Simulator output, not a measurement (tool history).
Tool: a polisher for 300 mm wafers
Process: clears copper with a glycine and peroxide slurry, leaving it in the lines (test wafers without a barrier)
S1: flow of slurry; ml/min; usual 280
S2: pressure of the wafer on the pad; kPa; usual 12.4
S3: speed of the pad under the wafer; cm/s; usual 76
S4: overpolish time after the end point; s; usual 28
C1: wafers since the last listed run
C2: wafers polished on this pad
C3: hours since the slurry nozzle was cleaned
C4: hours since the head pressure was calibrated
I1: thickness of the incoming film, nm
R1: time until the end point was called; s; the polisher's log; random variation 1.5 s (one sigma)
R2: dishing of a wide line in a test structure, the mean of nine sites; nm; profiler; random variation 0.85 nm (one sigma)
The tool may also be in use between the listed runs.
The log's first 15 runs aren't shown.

run,hour,S1,S2,S3,S4,C1,C2,C3,C4,I1,R1,R2
# hour 931.5: worn pad replaced by a new one
16,937.5,280,11.0,76,28,573,62,95.1,364.1,303.0,113.3,42.6
17,999.4,280,11.0,76,28,642,704,157.0,426.0,309.2,120.9,40.6
# hour 1029.4: head pressure recalibrated
18,1045.8,280,12.4,76,28,460,1165,203.4,16.4,306.7,108.6,45.3
19,1083.0,280,14.5,84,28,386,1551,240.6,53.6,307.2,95.2,49.9
20,1145.6,280,12.4,90,35,649,2201,303.2,116.2,306.4,103.1,55.4
21,1202.2,280,12.4,76,28,587,2788,359.8,172.8,309.7,117.0,42.9
22,1240.6,220,14.5,90,37,398,3187,398.2,211.2,306.1,100.3,58.9
# hour 1273.6: slurry nozzle cleaned
# hour 1274.7: worn pad replaced by a new one
23,1297.5,375,12.4,76,21,568,236,23.9,268.1,301.0,104.3,37.7
# hour 1406.6: head pressure recalibrated
24,1451.8,335,12.4,76,28,1580,1817,178.2,45.2,301.2,104.7,44.6
25,1478.6,280,12.4,76,28,278,2095,205.0,72.0,307.3,110.8,43.3
26,1528.2,200,10.3,58,28,514,2610,254.6,121.6,304.9,153.9,36.2
27,1588.6,280,12.4,88,28,626,3237,315.0,182.0,306.6,105.8,45.3
28,1620.6,325,12.4,76,12,332,3569,347.0,214.0,306.9,117.2,20.9
# hour 1643.0: worn pad replaced by a new one
29,1667.6,280,15.2,76,28,446,255,394.0,261.0,306.2,94.9,50.1
# hour 1694.2: slurry nozzle cleaned
30,1738.8,280,9.7,50,35,728,983,44.6,332.2,306.7,172.5,40.1
# hour 1762.8: head pressure recalibrated
31,1779.0,280,15.2,98,37,396,1380,84.8,16.2,307.0,79.5,65.2
32,1808.0,280,12.4,76,28,300,1681,113.8,45.2,302.9,110.1,43.9
33,1844.4,235,10.3,102,34,377,2058,150.2,81.6,306.6,106.6,53.0
34,1876.5,245,12.4,52,28,333,2392,182.3,113.7,300.8,144.2,37.1

The next listed run, before its measurement:
35,1931.4,280,13.8,76,28,569,2961,237.2,168.6,302.1,?,?

Run 35 gave R1 108.4 s, R2 45.1 nm.
Without the tool's hidden state the same run would have given R1 91.3 s, R2 50.9 nm.
